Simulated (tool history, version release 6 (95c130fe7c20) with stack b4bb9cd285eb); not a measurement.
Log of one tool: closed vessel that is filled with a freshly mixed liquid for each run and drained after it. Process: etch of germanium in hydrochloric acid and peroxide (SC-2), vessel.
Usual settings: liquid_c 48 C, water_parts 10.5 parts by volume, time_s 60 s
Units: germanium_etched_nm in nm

run     day  liquid_c  water_parts  time_s  read-back film thickness of the germanium reference wafer, read on the same gauge (nm)  germanium_etched_nm
  1       0        48            7      60                                                                                  129.97               189.18
  2   1.579        48         10.5      60                                                                                  130.03               184.44
  3   4.867        48         10.5      85                                                                                  130.03               260.85
  4   8.954        48         10.5      60                                                                                     130               184.68
  5  11.183        48         10.5      60                                                                                     130               184.86
  6  13.429        48         10.5      60                                                                                  130.03               185.17
     14.992  -- new drum of peroxide connected
  7    16.9        48         10.5      60                                                                                  130.03                  186
  8  20.862        48         13.5      85                                                                                     130                256.3
  9  24.396        48         13.5      85                                                                                  130.01               256.16
     27.538  -- chemicals flow meter replaced
 10  28.838        48         13.5      85                                                                                     130               254.62
     31.754  -- thermometer replaced
 11  33.133        48         10.5      60                                                                                  129.99               181.62
 12  35.379        48         10.5      60                                                                                  130.01               181.27

Forecast run 13:
 13  47.154        48         10.5      80                                                                                       ?                    ?

{"run 13": {"read-back film thickness of the germanium reference wafer, read on the same gauge (nm)": 129.98, "germanium_etched_nm": 241.97}}
Without the tool's hidden state the same run would have given germanium_etched_nm 239.89 nm.

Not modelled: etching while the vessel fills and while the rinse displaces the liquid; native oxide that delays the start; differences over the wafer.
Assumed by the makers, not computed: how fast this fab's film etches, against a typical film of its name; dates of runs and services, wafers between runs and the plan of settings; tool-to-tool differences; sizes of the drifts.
